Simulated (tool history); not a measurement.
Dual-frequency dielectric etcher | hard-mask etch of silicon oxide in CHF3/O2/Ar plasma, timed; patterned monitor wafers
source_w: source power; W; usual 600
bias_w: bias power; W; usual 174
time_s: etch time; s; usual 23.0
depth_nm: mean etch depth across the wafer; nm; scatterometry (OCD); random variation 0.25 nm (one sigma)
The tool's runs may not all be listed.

| run | hour | source_w | bias_w | time_s | wafers since the last listed run | hours since the last wet clean | hours since the last source power generator calibration | hours since the last bias power generator calibration | hours since the last upper electrode change | hours since the gauge calibration | read-back reference wafer on the same gauge, depth_nm | depth_nm |
|---|---|---|---|---|---|---|---|---|---|---|---|---|
| 1 | 0.0 | 600 | 174 | 18.5 | 0 | 322.6 | 4679.0 | 3707.4 | 2539.3 | 219.7 | 52.57 | 37.15 |
|  | 3.2 | gauge calibrated |
| 2 | 13.2 | 600 | 174 | 23.0 | 239 | 335.8 | 4692.2 | 3720.6 | 2552.5 | 10.0 | 52.58 | 45.26 |
| 3 | 28.7 | 600 | 174 | 23.0 | 281 | 351.3 | 4707.7 | 3736.1 | 2568.0 | 25.5 | 52.54 | 46.22 |
| 4 | 36.7 | 600 | 174 | 23.0 | 145 | 359.3 | 4715.7 | 3744.1 | 2576.0 | 33.5 | 52.54 | 45.85 |
| 5 | 50.5 | 600 | 174 | 23.0 | 250 | 373.1 | 4729.5 | 3757.9 | 2589.8 | 47.3 | 52.53 | 45.39 |
| 6 | 65.9 | 600 | 174 | 23.0 | 279 | 388.5 | 4744.9 | 3773.3 | 2605.2 | 62.7 | 52.52 | 45.94 |
| 7 | 81.6 | 600 | 174 | 23.0 | 285 | 404.2 | 4760.6 | 3789.0 | 2620.9 | 78.4 | 52.60 | 45.53 |
|  | 106.6 | wet clean of the chamber |
| 8 | 107.1 | 600 | 174 | 23.0 | 27 | 0.5 | 4786.1 | 3814.5 | 2646.4 | 103.9 | 52.46 | 45.56 |
| 9 | 111.9 | 600 | 174 | 23.0 | 87 | 5.3 | 4790.9 | 3819.3 | 2651.2 | 108.7 | 52.49 | 46.16 |
| 10 | 120.1 | 650 | 184 | 23.0 | 148 | 13.5 | 4799.1 | 3827.5 | 2659.4 | 116.9 | 52.50 | 48.37 |
| 11 | 130.1 | 650 | 184 | 23.0 | 181 | 23.5 | 4809.1 | 3837.5 | 2669.4 | 126.9 | 52.49 | 48.66 |
|  | 159.6 | upper electrode replaced |
| 12 | 160.1 | 600 | 174 | 23.0 | 109 | 53.5 | 4839.1 | 3867.5 | 0.5 | 156.9 | 52.42 | 45.53 |
| 13 | 160.4 | 600 | 174 | 23.0 | 5 | 53.8 | 4839.4 | 3867.8 | 0.8 | 157.2 | 52.39 | 46.41 |
| 14 | 160.7 | 600 | 174 | 16.0 | 5 | 54.1 | 4839.7 | 3868.1 | 1.1 | 157.5 | 52.51 | 31.88 |
|  | 165.6 | source power generator calibrated |
| 15 | 173.9 | 660 | 211 | 16.0 | 167 | 67.3 | 8.3 | 3881.3 | 14.3 | 170.7 | 52.52 | 35.49 |
|  | 177.5 | gauge calibrated |
| 16 | 180.0 | 600 | 174 | 23.0 | 110 | 73.4 | 14.4 | 3887.4 | 20.4 | 2.5 | 52.43 | 46.44 |
| 17 | 192.2 | 730 | 174 | 23.0 | 221 | 85.6 | 26.6 | 3899.6 | 32.6 | 14.7 | 52.51 | 50.17 |

Run 18 comes next. What will it give?
|  | 212.6 | bias power generator calibrated |
| 18 | 213.1 | 600 | 174 | 23.0 | 307 | 106.5 | 47.5 | 0.5 | 53.5 | 35.6 | ? | ? |

Run 18 gave read-back reference wafer on the same gauge, depth_nm 52.59, depth_nm 46.18 nm.
Without the tool's hidden state the same run would have given depth_nm 46.18 nm.
